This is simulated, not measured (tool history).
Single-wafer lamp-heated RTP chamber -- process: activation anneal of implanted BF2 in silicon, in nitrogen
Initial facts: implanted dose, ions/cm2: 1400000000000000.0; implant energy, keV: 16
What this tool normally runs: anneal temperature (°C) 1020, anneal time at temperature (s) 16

run,hour,anneal temperature (°C),anneal time at temperature (s),wafers since the last listed run,wafers since the last pyrometer calibration,wafers since the reflector plate was cleaned,hours since the gauge calibration,"read-back reference wafer on the same gauge, sheet resistance",sheet resistance of the implanted and annealed layer (ohm/square)
1,0,1020,16,0,4950,965,336.2,214.93,197.73
2,21.4,1008,19,391,5342,1356,357.6,215.12,209.29
3,54.5,1012,16,605,5947,1962,390.7,214.98,211.27
4,89.5,1020,8,640,6587,2602,425.7,214.92,226.44
5,113.3,1020,8,435,7022,3037,449.5,214.79,225.71
6,146.4,1020,8,605,7628,3642,482.6,214.95,227.33
7,167.9,1020,20,393,8021,4035,504.1,214.85,187.76
8,195.9,1020,16,512,8533,4548,532.1,214.97,197.76
9,214.9,1020,16,347,8880,4895,551.1,214.76,196.97
# hour 236.5: pyrometer window cleaned and pyrometer calibrated
10,237,1039,16,257,8,5153,573.2,215.29,171.29
# hour 321.3: gauge calibrated
11,328.2,1020,19,1667,1676,6821,6.9,214.99,188.89
12,348.5,1020,19,371,2048,7192,27.2,215.41,190.24
13,372,1020,16,429,2477,7622,50.7,214.91,197.82
14,396.7,1003,11,451,2929,8074,75.4,215.06,242.82
15,426.4,1029,9,543,3472,8617,105.1,215.06,206.91
16,441.3,1042,8,272,3745,8889,120,214.69,190.92
# hour 465.6: reflector plate cleaned
17,467,1001,11,323,4068,26,145.7,214.94,247.21
18,480.7,1020,16,250,4319,276,159.4,214.93,196.84
19,508.8,991,16,513,4833,790,187.5,215.13,252.02
20,524.4,1020,16,285,5118,1075,203.1,214.75,196.91
21,558.7,1030,13,627,5746,1703,237.4,214.85,191.72
22,577.9,1003,11,351,6097,2054,256.6,215.12,242.92
23,603.7,1020,16,471,6568,2526,282.4,215.25,196.48
24,631.7,1020,10,512,7081,3038,310.4,214.94,216.96
25,674.9,1050,21,790,7871,3828,353.6,214.87,151.69

5 ways to go on from here, each from the tool as it stands after run 25. What would each give?
A,675.3,1041,16,7,7878,3835,354,?,?
B,675.3,999,11,7,7878,3835,354,?,?
C,675.3,1008,7,7,7878,3835,354,?,?
D,675.3,1041,21,7,7878,3835,354,?,?
E,675.3,1011,16,7,7878,3835,354,?,?

run,"read-back reference wafer on the same gauge, sheet resistance",sheet resistance of the implanted and annealed layer (ohm/square)
A,214.96,169.45
B,214.96,252.46
C,214.96,252.81
D,214.96,161.48
E,214.96,213.63
What these runs would have given with no unlogged condition in the tool:
run,sheet resistance of the implanted and annealed layer (ohm/square)
A,169.45
B,252.46
C,252.81
D,161.48
E,213.63
